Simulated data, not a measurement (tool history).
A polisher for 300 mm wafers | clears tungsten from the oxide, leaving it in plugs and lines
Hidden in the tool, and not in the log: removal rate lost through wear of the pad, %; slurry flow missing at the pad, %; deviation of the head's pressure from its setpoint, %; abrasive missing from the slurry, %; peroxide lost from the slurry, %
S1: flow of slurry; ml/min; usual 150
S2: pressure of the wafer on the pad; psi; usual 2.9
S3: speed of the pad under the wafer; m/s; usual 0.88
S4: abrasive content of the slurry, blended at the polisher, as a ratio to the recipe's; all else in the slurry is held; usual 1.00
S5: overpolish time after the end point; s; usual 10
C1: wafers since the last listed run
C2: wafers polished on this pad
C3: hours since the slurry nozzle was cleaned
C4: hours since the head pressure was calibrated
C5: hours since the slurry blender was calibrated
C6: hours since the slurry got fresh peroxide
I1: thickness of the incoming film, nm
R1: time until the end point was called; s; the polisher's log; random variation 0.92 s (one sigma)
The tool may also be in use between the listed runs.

{"run": 1, "hour": 0.0, "S1": 150, "S2": 2.9, "S3": 0.88, "S4": 1.0, "S5": 10, "C1": 0, "C2": 540, "C3": 319.8, "C4": 1320.7, "C5": 25.7, "C6": 32.1, "I1": 267.0, "R1": 71.9}
{"hour": 5.2, "done": "worn pad replaced by a new one"}
{"run": 2, "hour": 15.3, "S1": 150, "S2": 2.9, "S3": 0.88, "S4": 1.0, "S5": 10, "C1": 106, "C2": 95, "C3": 335.1, "C4": 1336.0, "C5": 41.0, "C6": 47.4, "I1": 272.6, "R1": 72.0}
{"run": 3, "hour": 31.5, "S1": 150, "S2": 2.9, "S3": 0.88, "S4": 1.0, "S5": 10, "C1": 153, "C2": 248, "C3": 351.3, "C4": 1352.2, "C5": 57.2, "C6": 63.6, "I1": 269.3, "R1": 70.0}
{"hour": 33.7, "done": "slurry tank refilled with fresh slurry and peroxide"}
{"run": 4, "hour": 45.1, "S1": 150, "S2": 2.9, "S3": 0.88, "S4": 1.0, "S5": 10, "C1": 119, "C2": 367, "C3": 364.9, "C4": 1365.8, "C5": 70.8, "C6": 11.4, "I1": 272.2, "R1": 72.7}
{"run": 5, "hour": 57.4, "S1": 150, "S2": 2.9, "S3": 0.88, "S4": 1.0, "S5": 10, "C1": 116, "C2": 483, "C3": 377.2, "C4": 1378.1, "C5": 83.1, "C6": 23.7, "I1": 269.7, "R1": 72.4}
{"run": 6, "hour": 71.7, "S1": 150, "S2": 2.9, "S3": 0.88, "S4": 1.0, "S5": 10, "C1": 135, "C2": 618, "C3": 391.5, "C4": 1392.4, "C5": 97.4, "C6": 38.0, "I1": 268.5, "R1": 74.0}
{"hour": 74.6, "done": "head pressure recalibrated"}
{"hour": 75.8, "done": "worn pad replaced by a new one, of another model than before"}
{"run": 7, "hour": 83.8, "S1": 150, "S2": 2.9, "S3": 0.88, "S4": 1.0, "S5": 10, "C1": 84, "C2": 75, "C3": 403.6, "C4": 9.2, "C5": 109.5, "C6": 50.1, "I1": 270.4, "R1": 72.3}
{"run": 8, "hour": 91.7, "S1": 150, "S2": 2.9, "S3": 0.88, "S4": 1.0, "S5": 10, "C1": 74, "C2": 150, "C3": 411.5, "C4": 17.1, "C5": 117.4, "C6": 58.0, "I1": 272.1, "R1": 73.9}
{"run": 9, "hour": 97.9, "S1": 150, "S2": 2.9, "S3": 0.88, "S4": 1.0, "S5": 10, "C1": 58, "C2": 208, "C3": 417.7, "C4": 23.3, "C5": 123.6, "C6": 64.2, "I1": 267.4, "R1": 72.2}
{"hour": 103.2, "done": "slurry tank refilled with fresh slurry and peroxide"}
{"run": 10, "hour": 113.0, "S1": 150, "S2": 2.9, "S3": 0.88, "S4": 1.0, "S5": 13, "C1": 133, "C2": 341, "C3": 432.8, "C4": 38.4, "C5": 138.7, "C6": 9.8, "I1": 269.8, "R1": 74.7}
{"run": 11, "hour": 119.3, "S1": 200, "S2": 2.9, "S3": 0.7, "S4": 1.0, "S5": 10, "C1": 59, "C2": 401, "C3": 439.1, "C4": 44.7, "C5": 145.0, "C6": 16.1, "I1": 272.5, "R1": 80.2}
{"hour": 138.2, "done": "worn pad replaced by a new one"}
{"run": 12, "hour": 138.7, "S1": 150, "S2": 2.9, "S3": 0.88, "S4": 1.0, "S5": 10, "C1": 145, "C2": 4, "C3": 458.5, "C4": 64.1, "C5": 164.4, "C6": 35.5, "I1": 266.5, "R1": 73.6}
{"run": 13, "hour": 145.4, "S1": 130, "S2": 2.6, "S3": 0.88, "S4": 1.0, "S5": 13, "C1": 63, "C2": 67, "C3": 465.2, "C4": 70.8, "C5": 171.1, "C6": 42.2, "I1": 269.0, "R1": 80.5}
{"run": 14, "hour": 160.3, "S1": 175, "S2": 2.9, "S3": 0.88, "S4": 0.8, "S5": 10, "C1": 140, "C2": 208, "C3": 480.1, "C4": 85.7, "C5": 186.0, "C6": 57.1, "I1": 269.8, "R1": 74.6}
{"hour": 168.6, "done": "slurry blender recalibrated"}
{"run": 15, "hour": 173.4, "S1": 150, "S2": 2.6, "S3": 0.88, "S4": 0.7, "S5": 10, "C1": 104, "C2": 313, "C3": 493.2, "C4": 98.8, "C5": 4.8, "C6": 70.2, "I1": 269.3, "R1": 78.4}
{"hour": 186.4, "done": "slurry tank refilled with fresh slurry and peroxide"}
{"run": 16, "hour": 190.9, "S1": 125, "S2": 2.9, "S3": 0.64, "S4": 1.0, "S5": 10, "C1": 155, "C2": 469, "C3": 510.7, "C4": 116.3, "C5": 22.3, "C6": 4.5, "I1": 271.6, "R1": 87.7}
{"run": 17, "hour": 207.7, "S1": 150, "S2": 2.9, "S3": 0.88, "S4": 1.0, "S5": 13, "C1": 158, "C2": 628, "C3": 527.5, "C4": 133.1, "C5": 39.1, "C6": 21.3, "I1": 272.6, "R1": 72.2}
{"hour": 210.7, "done": "slurry nozzle cleaned"}
{"hour": 216.2, "done": "worn pad replaced by a new one"}
{"run": 18, "hour": 216.7, "S1": 190, "S2": 3.2, "S3": 0.88, "S4": 1.0, "S5": 10, "C1": 37, "C2": 4, "C3": 6.0, "C4": 142.1, "C5": 48.1, "C6": 30.3, "I1": 266.6, "R1": 63.7}
{"run": 19, "hour": 227.6, "S1": 150, "S2": 2.9, "S3": 1.12, "S4": 1.0, "S5": 8, "C1": 102, "C2": 107, "C3": 16.9, "C4": 153.0, "C5": 59.0, "C6": 41.2, "I1": 269.1, "R1": 60.4}
{"run": 20, "hour": 238.0, "S1": 200, "S2": 2.3, "S3": 0.72, "S4": 1.0, "S5": 5, "C1": 98, "C2": 205, "C3": 27.3, "C4": 163.4, "C5": 69.4, "C6": 51.6, "I1": 271.0, "R1": 82.7}
{"run": 21, "hour": 252.7, "S1": 150, "S2": 2.9, "S3": 0.88, "S4": 1.0, "S5": 10, "C1": 138, "C2": 344, "C3": 42.0, "C4": 178.1, "C5": 84.1, "C6": 66.3, "I1": 271.1, "R1": 71.5}
{"hour": 259.2, "done": "slurry tank refilled with fresh slurry and peroxide"}
{"run": 22, "hour": 260.5, "S1": 150, "S2": 2.9, "S3": 1.1, "S4": 1.0, "S5": 10, "C1": 64, "C2": 409, "C3": 49.8, "C4": 185.9, "C5": 91.9, "C6": 1.3, "I1": 271.4, "R1": 63.3}
{"hour": 280.8, "done": "worn pad replaced by a new one"}
{"run": 23, "hour": 283.0, "S1": 150, "S2": 2.9, "S3": 0.88, "S4": 1.0, "S5": 10, "C1": 174, "C2": 20, "C3": 72.3, "C4": 208.4, "C5": 114.4, "C6": 23.8, "I1": 270.7, "R1": 71.6}
{"run": 24, "hour": 300.5, "S1": 150, "S2": 2.6, "S3": 0.88, "S4": 0.85, "S5": 10, "C1": 165, "C2": 186, "C3": 89.8, "C4": 225.9, "C5": 131.9, "C6": 41.3, "I1": 266.3, "R1": 78.2}
{"run": 25, "hour": 316.4, "S1": 150, "S2": 3.5, "S3": 0.88, "S4": 1.0, "S5": 10, "C1": 150, "C2": 336, "C3": 105.7, "C4": 241.8, "C5": 147.8, "C6": 57.2, "I1": 270.3, "R1": 65.7}

Forecast each of these 5 alternatives for the next run:
{"run": "A", "hour": 316.9, "S1": 150, "S2": 2.9, "S3": 0.88, "S4": 1.0, "S5": 10, "C1": 4, "C2": 341, "C3": 106.2, "C4": 242.3, "C5": 148.3, "C6": 57.7, "I1": 269.3, "R1": "?"}
{"run": "B", "hour": 316.9, "S1": 150, "S2": 2.9, "S3": 0.74, "S4": 1.0, "S5": 10, "C1": 4, "C2": 341, "C3": 106.2, "C4": 242.3, "C5": 148.3, "C6": 57.7, "I1": 269.3, "R1": "?"}
{"run": "C", "hour": 316.9, "S1": 180, "S2": 2.1, "S3": 0.62, "S4": 1.0, "S5": 7, "C1": 4, "C2": 341, "C3": 106.2, "C4": 242.3, "C5": 148.3, "C6": 57.7, "I1": 269.3, "R1": "?"}
{"run": "D", "hour": 316.9, "S1": 150, "S2": 2.5, "S3": 0.88, "S4": 1.25, "S5": 10, "C1": 4, "C2": 341, "C3": 106.2, "C4": 242.3, "C5": 148.3, "C6": 57.7, "I1": 269.3, "R1": "?"}
{"run": "E", "hour": 316.9, "S1": 150, "S2": 3.2, "S3": 1.02, "S4": 0.8, "S5": 10, "C1": 4, "C2": 341, "C3": 106.2, "C4": 242.3, "C5": 148.3, "C6": 57.7, "I1": 269.3, "R1": "?"}

run=A R1=72.0
run=B R1=79.3
run=C R1=96.2
run=D R1=74.3
run=E R1=64.9
Without the tool's hidden state the same runs would have given:
run=A R1=69.4
run=B R1=76.5
run=C R1=92.8
run=D R1=71.6
run=E R1=62.6

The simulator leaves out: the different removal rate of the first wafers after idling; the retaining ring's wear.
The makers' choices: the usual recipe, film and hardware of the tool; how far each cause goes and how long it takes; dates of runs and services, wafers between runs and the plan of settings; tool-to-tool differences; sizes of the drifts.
